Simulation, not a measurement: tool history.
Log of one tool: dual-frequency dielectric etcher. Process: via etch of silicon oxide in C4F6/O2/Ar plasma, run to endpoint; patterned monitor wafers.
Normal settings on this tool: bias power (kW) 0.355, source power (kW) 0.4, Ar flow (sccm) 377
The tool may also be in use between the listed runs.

run   hour  bias power (kW)  source power (kW)  Ar flow (sccm)  incoming incoming film thickness, nm  endpoint time (s)
  1      0            0.355               0.35             377                                 114.5               29.7
  2     12            0.355               0.35             377                                 113.7               29.3
  3   25.4            0.355               0.35             377                                 115.3               29.4
  4   41.9            0.355                0.4             377                                 113.9               28.7
  5   52.7            0.355                0.4             377                                 113.4               28.4
  6   65.7            0.355                0.4             377                                 114.1               28.5
  7   78.6            0.355                0.4             377                                 114.1                 28
  8   93.8            0.355                0.4             377                                 114.5               28.5
  9  100.7            0.355                0.4             377                                 113.8               27.9
     120.5  -- bias power generator calibrated
     124.7  -- wet clean of the chamber
     128.8  -- upper electrode replaced
 10  129.3            0.355                0.4             377                                 115.9               30.3
 11  130.4            0.396                0.4             377                                 114.8               29.1
 12  136.5            0.355                0.4             377                                 113.4               29.3
 13  148.4            0.429                0.4             377                                 114.2               28.1
 14  164.2            0.355                0.4             377                                 114.4               29.6
     170.7  -- Ar flow controller replaced
 15  175.7            0.355                0.3             333                                   114               30.7
 16  184.4            0.355               0.31             401                                 113.9               31.2
     194.8  -- source power generator calibrated
 17    202            0.355                0.4             377                                 114.1               29.2
 18  213.6              0.4               0.31             377                                 114.5               30.1
 19  227.6            0.385                0.4             377                                 115.3               29.6
 20  239.2            0.355                0.4             377                                 113.8               29.1
 21  250.7            0.355               0.31             422                                 114.4               30.9
 22  258.5            0.404               0.36             434                                   115               29.7
 23  269.3            0.404               0.48             377                                 113.9                 27
 24  281.5            0.294               0.44             377                                 114.5               30.3
 25  295.5            0.292                0.4             440                                 112.5                 31
 26  306.8            0.355                0.4             377                                 113.1               28.7
 27  313.3            0.421                0.4             377                                 112.4               27.5
 28  320.5            0.355                0.4             295                                 114.7               28.9

Predict each of these 5 candidate next runs independently; none follows another, all start after run 28:
  A  320.9            0.355                0.4             377                                 114.7                  ?
  B  320.9            0.275                0.4             344                                 114.7                  ?
  C  320.9            0.272                0.4             437                                 114.7                  ?
  D  320.9            0.405                0.3             328                                 114.7                  ?
  E  320.9            0.293                0.4             377                                 114.7                  ?

run  endpoint time (s)
  A               29.5
  B               31.3
  C               31.8
  D               29.8
  E                 31
Had the tool no hidden state, the same runs would have come out as:
run  endpoint time (s)
  A               30.1
  B               31.9
  C               32.4
  D               30.4
  E               31.6
